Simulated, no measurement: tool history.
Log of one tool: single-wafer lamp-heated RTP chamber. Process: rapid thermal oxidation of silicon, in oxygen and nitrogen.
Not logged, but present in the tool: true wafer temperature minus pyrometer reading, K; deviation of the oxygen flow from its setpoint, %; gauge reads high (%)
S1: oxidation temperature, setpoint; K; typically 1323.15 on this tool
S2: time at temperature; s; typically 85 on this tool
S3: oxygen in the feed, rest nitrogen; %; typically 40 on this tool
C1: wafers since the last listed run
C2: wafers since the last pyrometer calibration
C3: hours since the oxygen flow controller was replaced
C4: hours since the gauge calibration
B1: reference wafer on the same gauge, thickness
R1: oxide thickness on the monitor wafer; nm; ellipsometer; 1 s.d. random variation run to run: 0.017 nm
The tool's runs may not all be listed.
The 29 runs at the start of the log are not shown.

run	hour	S1	S2	S3	C1	C2	C3	C4	B1	R1
30	2071.4	1346.15	60	48	790	1192	379.5	686.0	6.123	7.665
31	2145.7	1294.15	51	29	560	1752	453.8	760.3	6.121	4.272
32	2195.3	1295.15	112	40	374	2127	503.4	809.9	6.120	6.705
33	2459.6	1301.15	50	29	1995	4122	767.7	1074.2	6.118	4.425
34	2547.1	1323.15	85	40	660	4783	855.2	1161.7	6.122	7.203
35	2648.1	1323.15	85	40	762	5546	956.2	1262.7	6.126	7.173
# hour 2749.5: pyrometer window cleaned and pyrometer calibrated
36	2878.9	1309.15	124	40	1682	977	1187.0	1493.5	6.121	7.700
37	2958.9	1332.15	48	40	603	1581	1267.0	1573.5	6.121	5.909
38	3006.9	1323.15	85	40	362	1943	1315.0	1621.5	6.115	7.145
39	3082.1	1351.15	85	17	567	2511	1390.2	1696.7	6.119	6.338

3 ways to go on from here, each from the tool as it stands after run 39. What would each give?
A	3082.5	1323.15	85	40	3	2514	1390.6	1697.1	?	?
B	3082.5	1343.15	74	61	3	2514	1390.6	1697.1	?	?
C	3082.5	1323.15	85	25	3	2514	1390.6	1697.1	?	?

run	B1	R1
A	6.123	7.159
B	6.123	8.968
C	6.123	6.063
With no hidden state in the tool, these same runs would have given:
run	R1
A	7.218
B	9.017
C	6.124

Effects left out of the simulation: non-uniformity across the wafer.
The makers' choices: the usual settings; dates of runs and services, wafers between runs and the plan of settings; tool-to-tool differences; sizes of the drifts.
